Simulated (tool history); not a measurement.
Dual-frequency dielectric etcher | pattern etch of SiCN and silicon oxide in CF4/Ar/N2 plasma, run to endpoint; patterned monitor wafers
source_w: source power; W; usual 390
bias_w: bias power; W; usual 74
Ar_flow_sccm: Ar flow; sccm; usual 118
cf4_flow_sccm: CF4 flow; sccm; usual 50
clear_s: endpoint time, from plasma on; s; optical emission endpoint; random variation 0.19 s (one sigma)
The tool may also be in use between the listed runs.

run,hour,source_w,bias_w,Ar_flow_sccm,cf4_flow_sccm,wafers since the last listed run,hours since the last wet clean,hours since the last source power generator calibration,hours since the last bias power generator calibration,hours since the last Ar flow controller change,hours since the last CF4 flow controller change,hours since the last upper electrode change,"incoming incoming film thickness, nm",clear_s
1,0,390,74,118,50,0,162.3,4225.3,3048.5,169.6,207.6,4658.9,16.75,24.3
# hour 26.3: upper electrode replaced
2,59.6,390,74,118,50,602,221.9,4284.9,3108.1,229.2,267.2,33.3,16.73,24.6
3,94.3,390,74,145,41,586,256.6,4319.6,3142.8,263.9,301.9,68,16.76,26.3
4,148.3,470,61,118,55,913,310.6,4373.6,3196.8,317.9,355.9,122,16.71,24.1
5,202.4,340,74,127,50,914,364.7,4427.7,3250.9,372,410,176.1,16.81,27
6,228.2,390,74,139,57,436,390.5,4453.5,3276.7,397.8,435.8,201.9,16.97,25.3
7,283.6,450,74,133,42,936,445.9,4508.9,3332.1,453.2,491.2,257.3,16.59,24.1
# hour 330.5: source power generator calibrated
8,348.1,340,74,139,55,1023,510.4,17.6,3396.6,517.7,555.7,321.8,17.02,27.7
# hour 358.6: bias power generator calibrated
# hour 386.7: wet clean of the chamber
9,396.1,490,74,118,53,338,9.4,65.6,37.5,565.7,603.7,369.8,16.83,21
10,435.3,390,58,118,50,662,48.6,104.8,76.7,604.9,642.9,409,16.8,27.1
11,479.4,390,74,118,50,745,92.7,148.9,120.8,649,687,453.1,16.7,24.4
12,517.7,390,74,118,50,647,131,187.2,159.1,687.3,725.3,491.4,16.79,24.5
13,563.3,360,60,95,55,771,176.6,232.8,204.7,732.9,770.9,537,16.87,27.2
14,620.6,330,57,97,53,969,233.9,290.1,262,790.2,828.2,594.3,16.88,29.7
15,652.1,390,59,118,50,532,265.4,321.6,293.5,821.7,859.7,625.8,16.73,27.5
16,702,340,61,118,50,843,315.3,371.5,343.4,871.6,909.6,675.7,16.76,29.2
17,754.2,390,82,118,50,882,367.5,423.7,395.6,923.8,961.8,727.9,16.8,23.4
18,805.9,390,74,118,50,874,419.2,475.4,447.3,975.5,1013.5,779.6,16.7,24.8
19,843.4,390,64,118,50,634,456.7,512.9,484.8,1013,1051,817.1,16.68,27
20,893.8,390,74,102,50,852,507.1,563.3,535.2,1063.4,1101.4,867.5,16.96,25.2
# hour 943.4: wet clean of the chamber
21,943.9,390,74,88,50,441,0.5,613.4,585.3,1113.5,1151.5,917.6,16.73,23.3
22,976.9,440,74,118,50,558,33.5,646.4,618.3,1146.5,1184.5,950.6,16.91,22.8
23,1038,390,90,118,45,1033,94.6,707.5,679.4,1207.6,1245.6,1011.7,16.64,21.9

Hidden state at the last listed run before each entry between runs and at the first one after, where it differs:
Between runs 1 and 2: upper electrode replaced (hour 26.3)
  etch rate over this chamber's usual, %: -1.63 -> -2.13
  measured less the result without the state, clear_s: +0.4 -> +0.5 s
Between runs 7 and 8: source power generator calibrated (hour 330.5)
  etch rate over this chamber's usual, %: -4.01 -> -4.55
  measured less the result without the state, clear_s: +1 -> +1.3 s
Between runs 8 and 9: bias power generator calibrated (hour 358.6); wet clean of the chamber (hour 386.7)
  etch rate over this chamber's usual, %: -4.55 -> -0.0656
  measured less the result without the state, clear_s: +1.3 -> +0 s
Between runs 20 and 21: wet clean of the chamber (hour 943.4)
  etch rate over this chamber's usual, %: -4.24 -> -0.00271
  measured less the result without the state, clear_s: +1 -> +0 s
